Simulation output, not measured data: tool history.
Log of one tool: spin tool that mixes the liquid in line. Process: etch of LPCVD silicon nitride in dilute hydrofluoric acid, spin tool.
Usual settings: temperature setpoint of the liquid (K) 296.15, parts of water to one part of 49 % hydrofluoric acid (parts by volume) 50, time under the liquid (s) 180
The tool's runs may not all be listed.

| run | hour | temperature setpoint of the liquid (K) | parts of water to one part of 49 % hydrofluoric acid (parts by volume) | time under the liquid (s) | wafers since the last listed run | hours since the thermometer was replaced | hours since the hydrofluoric acid flow meter was replaced | hours since the gauge calibration | read-back film thickness of the LPCVD silicon nitride reference wafer, read on the same gauge (nm) | thickness taken off the LPCVD silicon nitride on a monitor wafer (Å) |
|---|---|---|---|---|---|---|---|---|---|---|
| 1 | 0.0 | 296.15 | 50 | 180 | 0 | 2342.4 | 1959.1 | 150.9 | 130.028 | 17.58 |
| 2 | 8.4 | 296.15 | 50 | 180 | 87 | 2350.8 | 1967.5 | 159.3 | 129.997 | 17.14 |
| 3 | 18.3 | 296.15 | 50 | 180 | 102 | 2360.7 | 1977.4 | 169.2 | 129.965 | 17.18 |
|  | 18.7 | gauge calibrated |
| 4 | 29.1 | 296.15 | 50 | 180 | 111 | 2371.5 | 1988.2 | 10.4 | 130.022 | 17.10 |
| 5 | 46.5 | 296.15 | 50 | 180 | 180 | 2388.9 | 2005.6 | 27.8 | 130.047 | 16.95 |
| 6 | 54.5 | 294.65 | 50 | 180 | 82 | 2396.9 | 2013.6 | 35.8 | 129.995 | 15.81 |
| 7 | 61.9 | 294.65 | 50 | 180 | 76 | 2404.3 | 2021.0 | 43.2 | 130.029 | 15.46 |
| 8 | 74.7 | 294.65 | 50 | 180 | 132 | 2417.1 | 2033.8 | 56.0 | 130.025 | 15.07 |
| 9 | 83.9 | 296.15 | 50 | 180 | 95 | 2426.3 | 2043.0 | 65.2 | 129.996 | 17.21 |
| 10 | 94.7 | 296.15 | 50 | 180 | 111 | 2437.1 | 2053.8 | 76.0 | 129.984 | 17.00 |
|  | 101.9 | hydrofluoric acid flow meter replaced |
| 11 | 108.5 | 296.15 | 35 | 240 | 132 | 2450.9 | 6.6 | 89.8 | 130.002 | 31.92 |
| 12 | 119.1 | 293.15 | 70 | 180 | 109 | 2461.5 | 17.2 | 100.4 | 129.990 | 10.29 |
| 13 | 149.2 | 292.65 | 30 | 115 | 311 | 2491.6 | 47.3 | 130.5 | 130.045 | 13.82 |
| 14 | 167.1 | 296.15 | 35 | 240 | 185 | 2509.5 | 65.2 | 148.4 | 129.976 | 32.10 |
| 15 | 184.2 | 296.15 | 40 | 105 | 177 | 2526.6 | 82.3 | 165.5 | 130.015 | 12.56 |
|  | 192.0 | gauge calibrated |
| 16 | 192.1 | 296.15 | 30 | 180 | 81 | 2534.5 | 90.2 | 0.1 | 129.997 | 28.22 |

The next listed run, before its measurement:
| 17 | 206.0 | 296.15 | 50 | 180 | 144 | 2548.4 | 104.1 | 14.0 | ? | ? |

Run 17 gave read-back film thickness of the LPCVD silicon nitride reference wafer, read on the same gauge (nm) 130.013, thickness taken off the LPCVD silicon nitride on a monitor wafer (Å) 17.38.
Without the tool's hidden state the same run would have given thickness taken off the LPCVD silicon nitride on a monitor wafer (Å) 17.38.
